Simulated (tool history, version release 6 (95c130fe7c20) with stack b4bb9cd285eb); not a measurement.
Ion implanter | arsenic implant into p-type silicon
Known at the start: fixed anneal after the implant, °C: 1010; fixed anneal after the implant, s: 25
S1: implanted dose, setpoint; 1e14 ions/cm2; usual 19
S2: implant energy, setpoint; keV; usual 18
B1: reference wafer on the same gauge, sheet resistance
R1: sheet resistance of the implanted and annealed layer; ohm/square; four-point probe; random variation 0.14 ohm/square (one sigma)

run	hour	S1	S2	B1	R1
1	0	17.17	18	107.48	98.57
2	7.2	17.17	18	107.49	98.27
3	20.3	19	18	107.5	95.94
# hour 21.4: gauge calibrated
4	34.1	19	18	107.51	96.17
5	50.7	19	18	107.53	96.11
6	62.6	19	18	107.51	96.08
7	74	14.85	18	107.5	102.66
8	91.1	14.85	18	107.49	102.78
9	97.2	14.85	18	107.5	102.65
10	107.5	19	18	107.51	96.04
11	141	19	18	107.51	96.13
12	149	19	18	107.51	95.86
13	163.8	19	18	107.49	95.82
# hour 177.8: Faraday cup replaced and dose calibrated
14	178.3	19	18	107.48	95.84
15	184.1	22.6	20	107.52	90.28
# hour 190.2: gauge calibrated
16	200	19	18	107.48	96.08
17	208.4	17.23	12.5	107.48	105.7
18	216.3	14.9	13	107.49	109.38
# hour 224.6: extraction supply calibrated
19	229.8	14.83	24	107.5	95.63
20	241.2	22.42	18	107.45	92.72
21	251.5	19	18	107.49	95.85
22	268.1	19	18	107.49	95.95
23	285.5	19	14	107.5	101.51
24	294.4	13.41	13	107.49	113.23
25	308	19	18	107.54	95.93
26	314.4	21.39	14	107.49	99.25
27	320.9	15.49	22.5	107.51	95.88
28	328.8	14.58	18	107.48	103.37

Forecast each of these 5 alternatives for the next run:
A	329.2	24.21	18	?	?
B	329.2	19	21.5	?	?
C	329.2	21.65	12.5	?	?
D	329.2	22.21	21	?	?
E	329.2	21.27	16	?	?

run	B1	R1
A	107.48	91.58
B	107.48	91.37
C	107.48	101.06
D	107.48	88.93
E	107.48	96.5
Without the tool's hidden state the same runs would have given:
run	R1
A	91.58
B	91.37
C	101.06
D	88.93
E	96.5

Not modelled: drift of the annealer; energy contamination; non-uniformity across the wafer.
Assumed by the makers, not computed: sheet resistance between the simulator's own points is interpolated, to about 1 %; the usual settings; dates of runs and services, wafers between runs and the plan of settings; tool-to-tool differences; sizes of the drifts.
